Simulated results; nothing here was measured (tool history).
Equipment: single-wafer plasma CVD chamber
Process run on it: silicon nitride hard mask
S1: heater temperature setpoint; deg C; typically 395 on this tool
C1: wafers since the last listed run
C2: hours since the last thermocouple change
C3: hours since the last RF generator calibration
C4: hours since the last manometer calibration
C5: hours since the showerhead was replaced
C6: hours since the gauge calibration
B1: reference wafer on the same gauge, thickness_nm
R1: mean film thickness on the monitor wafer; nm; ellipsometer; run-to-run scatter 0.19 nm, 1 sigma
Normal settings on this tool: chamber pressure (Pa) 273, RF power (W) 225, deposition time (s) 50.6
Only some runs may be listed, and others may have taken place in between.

run 1 hour=0 | S1=395 chamber_pressure_(Pa)=273 RF_power_(W)=225 deposition_time_(s)=44.7 | C1=0 C2=683.1 C3=1575 C4=856.4 C5=7299.6 C6=172.3 | B1=57.79 | R1=46.399
run 2 hour=20.8 | S1=395 chamber_pressure_(Pa)=273 RF_power_(W)=215 deposition_time_(s)=50.6 | C1=335 C2=703.9 C3=1595.8 C4=877.2 C5=7320.4 C6=193.1 | B1=57.771 | R1=50.294
run 3 hour=43.8 | S1=395 chamber_pressure_(Pa)=229 RF_power_(W)=225 deposition_time_(s)=50.6 | C1=371 C2=726.9 C3=1618.8 C4=900.2 C5=7343.4 C6=216.1 | B1=57.821 | R1=50.422
run 4 hour=77 | S1=395 chamber_pressure_(Pa)=229 RF_power_(W)=225 deposition_time_(s)=50.6 | C1=535 C2=760.1 C3=1652 C4=933.4 C5=7376.6 C6=249.3 | B1=57.814 | R1=50.633
run 5 hour=105.2 | S1=395 chamber_pressure_(Pa)=229 RF_power_(W)=225 deposition_time_(s)=50.6 | C1=454 C2=788.3 C3=1680.2 C4=961.6 C5=7404.8 C6=277.5 | B1=57.794 | R1=50.281
run 6 hour=135.8 | S1=395 chamber_pressure_(Pa)=273 RF_power_(W)=225 deposition_time_(s)=50.6 | C1=493 C2=818.9 C3=1710.8 C4=992.2 C5=7435.4 C6=308.1 | B1=57.837 | R1=52.274
-- hour=158.5 RF generator calibrated
run 7 hour=163.9 | S1=395 chamber_pressure_(Pa)=273 RF_power_(W)=225 deposition_time_(s)=50.6 | C1=324 C2=847 C3=5.4 C4=1020.3 C5=7463.5 C6=336.2 | B1=57.77 | R1=55.883
-- hour=189.3 capacitance manometer re-zeroed and calibrated
run 8 hour=192.8 | S1=395 chamber_pressure_(Pa)=273 RF_power_(W)=225 deposition_time_(s)=50.6 | C1=337 C2=875.9 C3=34.3 C4=3.5 C5=7492.4 C6=365.1 | B1=57.75 | R1=55.419
run 9 hour=228.1 | S1=408 chamber_pressure_(Pa)=339 RF_power_(W)=260 deposition_time_(s)=58.8 | C1=569 C2=911.2 C3=69.6 C4=38.8 C5=7527.7 C6=400.4 | B1=57.788 | R1=75.354
-- hour=237.1 gauge calibrated
run 10 hour=255.6 | S1=395 chamber_pressure_(Pa)=273 RF_power_(W)=185 deposition_time_(s)=50.6 | C1=443 C2=938.7 C3=97.1 C4=66.3 C5=7555.2 C6=18.5 | B1=57.89 | R1=46.01
run 11 hour=289.5 | S1=395 chamber_pressure_(Pa)=313 RF_power_(W)=210 deposition_time_(s)=57.7 | C1=546 C2=972.6 C3=131 C4=100.2 C5=7589.1 C6=52.4 | B1=57.808 | R1=60.289
-- hour=300.6 showerhead replaced
run 12 hour=316.3 | S1=395 chamber_pressure_(Pa)=273 RF_power_(W)=260 deposition_time_(s)=50.6 | C1=303 C2=999.4 C3=157.8 C4=127 C5=15.7 C6=79.2 | B1=57.811 | R1=62.432
-- hour=338 thermocouple changed; heater temperature recalibrated
run 13 hour=338.5 | S1=401 chamber_pressure_(Pa)=215 RF_power_(W)=225 deposition_time_(s)=50.6 | C1=229 C2=0.5 C3=180 C4=149.2 C5=37.9 C6=101.4 | B1=57.808 | R1=52.45
run 14 hour=358.1 | S1=395 chamber_pressure_(Pa)=328 RF_power_(W)=200 deposition_time_(s)=56.8 | C1=316 C2=20.1 C3=199.6 C4=168.8 C5=57.5 C6=121 | B1=57.847 | R1=57.382
run 15 hour=390.3 | S1=395 chamber_pressure_(Pa)=273 RF_power_(W)=225 deposition_time_(s)=50.6 | C1=519 C2=52.3 C3=231.8 C4=201 C5=89.7 C6=153.2 | B1=57.809 | R1=55.284
run 16 hour=425.2 | S1=395 chamber_pressure_(Pa)=273 RF_power_(W)=205 deposition_time_(s)=54.9 | C1=563 C2=87.2 C3=266.7 C4=235.9 C5=124.6 C6=188.1 | B1=57.787 | R1=54.938

Difference, measured minus no-hidden-state, one row per run. Run-to-run variation is common to both terms; the gauge's own scatter need not be:
Unlogged tool condition in this case: wafer temperature above the value expected at the setpoint (K); delivered RF power above the setpoint (%); true pressure above the setpoint (%); gauge reads high (%).
run=1 R1=-3.008
run=2 R1=-3.307
run=3 R1=-3.366
run=4 R1=-3.454
run=5 R1=-3.493
run=6 R1=-3.702
run=7 R1=-0.155
run=8 R1=-0.215
run=9 R1=-0.374
run=10 R1=-0.304
run=11 R1=-0.457
run=12 R1=-0.511
run=13 R1=-0.497
run=14 R1=-0.587
run=15 R1=-0.635
run=16 R1=-0.705
